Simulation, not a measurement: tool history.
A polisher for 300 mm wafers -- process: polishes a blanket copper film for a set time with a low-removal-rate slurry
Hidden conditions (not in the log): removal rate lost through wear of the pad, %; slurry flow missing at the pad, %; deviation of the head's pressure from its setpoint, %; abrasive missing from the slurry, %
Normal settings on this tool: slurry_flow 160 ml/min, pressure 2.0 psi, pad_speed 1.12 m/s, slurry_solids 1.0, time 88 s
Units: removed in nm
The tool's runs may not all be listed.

run	hour	slurry_flow	pressure	pad_speed	slurry_solids	time	wafers since the last listed run	wafers polished on this pad	hours since the slurry nozzle was cleaned	hours since the head pressure was calibrated	hours since the slurry blender was calibrated	incoming thickness of the incoming film, nm	removed
1	0.0	160	2.0	1.12	1.0	88	0	386	247.8	748.4	2.8	1371.9	175.7
2	32.3	160	2.0	1.12	1.0	88	274	661	280.1	780.7	35.1	1365.4	176.3
3	50.1	160	2.0	1.12	1.0	88	151	812	297.9	798.5	52.9	1383.7	176.9
# hour 57.2: worn pad replaced by a new one
4	76.5	125	2.0	1.12	1.0	88	190	164	324.3	824.9	79.3	1375.4	165.4
# hour 173.5: slurry nozzle cleaned
# hour 175.9: worn pad replaced by a new one
5	182.0	160	2.0	1.12	1.0	88	868	51	8.5	930.4	184.8	1373.3	172.8
# hour 193.4: head pressure recalibrated
6	201.9	160	2.0	1.12	1.0	88	152	204	28.4	8.5	204.7	1385.2	175.0
7	228.5	160	2.0	1.12	1.0	88	226	430	55.0	35.1	231.3	1346.9	180.6
# hour 236.6: slurry blender recalibrated
8	262.0	160	2.0	1.12	1.0	88	267	697	88.5	68.6	25.4	1365.7	170.8
9	288.4	160	2.0	1.12	1.0	88	224	922	114.9	95.0	51.8	1381.8	176.7
# hour 295.2: worn pad replaced by a new one
10	310.2	160	2.0	1.12	1.0	88	151	127	136.7	116.8	73.6	1372.6	180.6
11	328.6	160	2.0	1.12	1.0	88	156	283	155.1	135.2	92.0	1360.0	176.4
12	346.3	160	2.0	0.98	1.0	88	150	434	172.8	152.9	109.7	1383.5	163.2
13	372.0	215	2.0	1.22	1.1	103	218	652	198.5	178.6	135.4	1388.4	240.0
14	386.3	145	2.0	0.94	1.3	109	121	774	212.8	192.9	149.7	1360.7	200.6
# hour 397.4: worn pad replaced by a new one
15	415.6	125	2.0	1.50	1.2	88	215	155	242.1	222.2	179.0	1370.9	233.7
16	442.1	160	2.0	1.12	1.0	88	225	380	268.6	248.7	205.5	1354.4	177.3
17	466.9	185	1.8	0.72	1.0	88	210	591	293.4	273.5	230.3	1367.4	113.5
# hour 489.7: slurry blender recalibrated
18	491.9	160	2.0	0.86	1.0	88	195	786	318.4	298.5	2.2	1368.9	141.5
# hour 500.8: worn pad replaced by a new one
19	516.0	200	2.0	0.72	1.0	88	170	129	342.5	322.6	26.3	1370.0	125.8
20	538.6	160	2.0	1.12	1.2	88	192	321	365.1	345.2	48.9	1357.7	188.1

Branching from run 20: 5 alternative next runs. What would each branch give?
A	539.0	160	2.0	1.12	1.0	88	3	324	365.5	345.6	49.3	1378.8	?
B	539.0	160	2.0	1.12	0.9	62	3	324	365.5	345.6	49.3	1378.8	?
C	539.0	140	2.0	1.44	1.0	88	3	324	365.5	345.6	49.3	1378.8	?
D	539.0	145	2.0	1.12	1.0	105	3	324	365.5	345.6	49.3	1378.8	?
E	539.0	210	2.6	1.12	1.1	71	3	324	365.5	345.6	49.3	1378.8	?

run	removed
A	179.4
B	121.8
C	219.0
D	210.4
E	202.0
Without the tool's unlogged condition, the same runs would have read:
run	removed
A	179.4
B	121.8
C	219.0
D	210.4
E	202.0

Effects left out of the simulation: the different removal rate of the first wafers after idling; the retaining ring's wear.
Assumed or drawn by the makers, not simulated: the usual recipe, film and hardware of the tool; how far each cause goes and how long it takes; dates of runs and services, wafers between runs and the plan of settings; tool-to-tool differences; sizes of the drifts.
